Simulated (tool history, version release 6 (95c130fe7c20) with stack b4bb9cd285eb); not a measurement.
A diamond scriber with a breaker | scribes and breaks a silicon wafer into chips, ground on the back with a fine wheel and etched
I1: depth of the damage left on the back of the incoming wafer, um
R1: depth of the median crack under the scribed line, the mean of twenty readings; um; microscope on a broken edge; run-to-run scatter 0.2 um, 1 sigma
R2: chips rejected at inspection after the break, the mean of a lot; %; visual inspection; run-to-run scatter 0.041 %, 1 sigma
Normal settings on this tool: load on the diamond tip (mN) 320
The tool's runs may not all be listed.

Run 1, hour 0.0: usual settings but load on the diamond tip (mN) 346; I1 0.32. Result: R1 11.57 um, R2 1.64 %.
Run 2, hour 16.5: usual settings but load on the diamond tip (mN) 346; I1 0.49. Result: R1 11.28 um, R2 2.26 %.
At hour 19.2: diamond tip replaced by a new one.
Run 3, hour 44.9: usual settings but load on the diamond tip (mN) 346; I1 0.71. Result: R1 12.38 um, R2 1.09 %.
Run 4, hour 58.1: usual settings; I1 0.48. Result: R1 11.80 um, R2 0.88 %.
Run 5, hour 86.0: usual settings; I1 0.75. Result: R1 11.83 um, R2 0.95 %.
Run 6, hour 113.1: usual settings; I1 0.48. Result: R1 11.95 um, R2 0.88 %.
Run 7, hour 141.8: usual settings; I1 0.62. Result: R1 11.79 um, R2 0.98 %.
Run 8, hour 156.9: usual settings but load on the diamond tip (mN) 379; I1 0.48. Result: R1 12.58 um, R2 2.50 %.
Run 9, hour 188.3: usual settings but load on the diamond tip (mN) 379; I1 0.79. Result: R1 13.19 um, R2 2.09 %.
Run 10, hour 204.4: usual settings but load on the diamond tip (mN) 379; I1 0.41. Result: R1 12.70 um, R2 1.86 %.
Run 11, hour 255.6: usual settings; I1 0.65. Result: R1 11.57 um, R2 2.85 %.
At hour 271.6: diamond tip replaced by a new one.
Run 12, hour 280.4: usual settings; I1 0.56. Result: R1 12.11 um, R2 0.75 %.
Run 13, hour 310.1: usual settings; I1 0.31. Result: R1 11.84 um, R2 0.67 %.
Run 14, hour 329.5: usual settings but load on the diamond tip (mN) 278; I1 0.76. Result: R1 11.26 um, R2 3.67 %.
Run 15, hour 343.8: usual settings but load on the diamond tip (mN) 363; I1 0.30. Result: R1 13.10 um, R2 2.53 %.
Run 16, hour 370.2: usual settings but load on the diamond tip (mN) 362; I1 0.74. Result: R1 12.61 um, R2 1.89 %.
Run 17, hour 395.7: usual settings but load on the diamond tip (mN) 246; I1 0.63. Result: R1 9.79 um, R2 12.41 %.
Run 18, hour 417.8: usual settings but load on the diamond tip (mN) 250; I1 0.46. Result: R1 10.22 um, R2 11.33 %.
Run 19, hour 446.3: usual settings but load on the diamond tip (mN) 288; I1 0.30. Result: R1 10.51 um, R2 4.37 %.
Run 20, hour 465.0: usual settings but load on the diamond tip (mN) 291; I1 0.46. Result: R1 10.83 um, R2 4.28 %.
Run 21, hour 483.6: usual settings but load on the diamond tip (mN) 352; I1 0.42. Result: R1 12.63 um, R2 0.75 %.
Run 22, hour 497.0: usual settings but load on the diamond tip (mN) 415; I1 0.55. Result: R1 13.61 um, R2 4.48 %.
Run 23, hour 517.3: usual settings but load on the diamond tip (mN) 278; I1 0.50. Result: R1 10.48 um, R2 8.70 %.
At hour 557.6: diamond tip replaced by a new one.
Run 24, hour 596.6: usual settings but load on the diamond tip (mN) 359; I1 0.64. Result: R1 12.85 um, R2 2.13 %.
At hour 624.5: load on the tip recalibrated.
Run 25, hour 703.0: usual settings; I1 0.57. Result: R1 11.54 um, R2 0.97 %.
Run 26, hour 717.3: usual settings; I1 0.48. Result: R1 11.71 um, R2 1.15 %.
Run 27, hour 745.5: usual settings but load on the diamond tip (mN) 398; I1 0.69. Result: R1 13.31 um, R2 3.47 %.
Run 28, hour 770.2: usual settings; I1 0.52. Result: R1 11.22 um, R2 1.74 %.
Run 29, hour 799.0: usual settings but load on the diamond tip (mN) 262; I1 0.74. Result: R1 9.93 um, R2 11.90 %.
Run 30, hour 831.8: usual settings; I1 0.51. Result: R1 11.15 um, R2 3.37 %.

Some steps in R1 between neighbouring runs. How much of each would the tool show without its hidden state too (settings, what came in, random variation), and how much is left for the hidden state, with any gauge scatter that isn't in both results?
What the log doesn't record here: share of the diamond tip's cutting effectiveness lost through wear, %; deviation of the load on the tip from its setpoint, %.
Run 2 -> 3: diamond tip replaced by a new one. R1 +1.10 um: hidden state +1.12, all else -0.02.
Run 11 -> 12: diamond tip replaced by a new one. R1 +0.54 um: hidden state +0.82, all else -0.28.
Run 16 -> 17: load on the diamond tip (mN) 362 -> 246. R1 -2.82 um: hidden state -0.01, all else -2.81.
Run 22 -> 23: load on the diamond tip (mN) 415 -> 278. R1 -3.13 um: hidden state +0.06, all else -3.19.
Run 23 -> 24: load on the diamond tip (mN) 278 -> 359, diamond tip replaced by a new one. R1 +2.37 um: hidden state +0.56, all else +1.81.
